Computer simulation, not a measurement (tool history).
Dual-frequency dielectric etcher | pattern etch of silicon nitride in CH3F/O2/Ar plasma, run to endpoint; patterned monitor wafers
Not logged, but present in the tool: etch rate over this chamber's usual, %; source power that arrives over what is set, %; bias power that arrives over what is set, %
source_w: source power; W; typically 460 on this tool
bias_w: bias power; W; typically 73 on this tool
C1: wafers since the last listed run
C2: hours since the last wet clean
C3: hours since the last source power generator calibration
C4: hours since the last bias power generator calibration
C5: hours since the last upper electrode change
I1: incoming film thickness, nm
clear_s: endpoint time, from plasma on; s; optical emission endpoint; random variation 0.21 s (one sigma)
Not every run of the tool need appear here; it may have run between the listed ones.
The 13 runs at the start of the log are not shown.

run 14 hour=779.4 | source_w=460 bias_w=79 | C1=333 C2=226.9 C3=3450.6 C4=236.5 C5=2592.1 | I1=32.12 | clear_s=40.9
run 15 hour=821.9 | source_w=460 bias_w=68 | C1=339 C2=269.4 C3=3493.1 C4=279 C5=2634.6 | I1=32.13 | clear_s=43.9
run 16 hour=847.5 | source_w=460 bias_w=68 | C1=204 C2=295 C3=3518.7 C4=304.6 C5=2660.2 | I1=32.16 | clear_s=44.6
run 17 hour=899.3 | source_w=490 bias_w=67 | C1=413 C2=346.8 C3=3570.5 C4=356.4 C5=2712 | I1=32.24 | clear_s=43.7
run 18 hour=935.9 | source_w=460 bias_w=73 | C1=292 C2=383.4 C3=3607.1 C4=393 C5=2748.6 | I1=32.15 | clear_s=42.4
run 19 hour=973.9 | source_w=420 bias_w=73 | C1=303 C2=421.4 C3=3645.1 C4=431 C5=2786.6 | I1=32.2 | clear_s=43.8
run 20 hour=1027.6 | source_w=460 bias_w=55 | C1=428 C2=475.1 C3=3698.8 C4=484.7 C5=2840.3 | I1=32.17 | clear_s=49.2
run 21 hour=1059.4 | source_w=460 bias_w=59 | C1=253 C2=506.9 C3=3730.6 C4=516.5 C5=2872.1 | I1=32.01 | clear_s=47.3
-- hour=1126 upper electrode replaced
-- hour=1128 wet clean of the chamber
run 22 hour=1128.5 | source_w=540 bias_w=56 | C1=344 C2=0.5 C3=3799.7 C4=585.6 C5=2.5 | I1=32.28 | clear_s=46.8

Predict the results of run 23:
run 23 hour=1177 | source_w=460 bias_w=68 | C1=387 C2=49 C3=3848.2 C4=634.1 C5=51 | I1=32.06 | clear_s=?

{"run 23": {"clear_s": 43.5}}
Minus the tool's unlogged condition, the same run would have read clear_s 43.9 s.
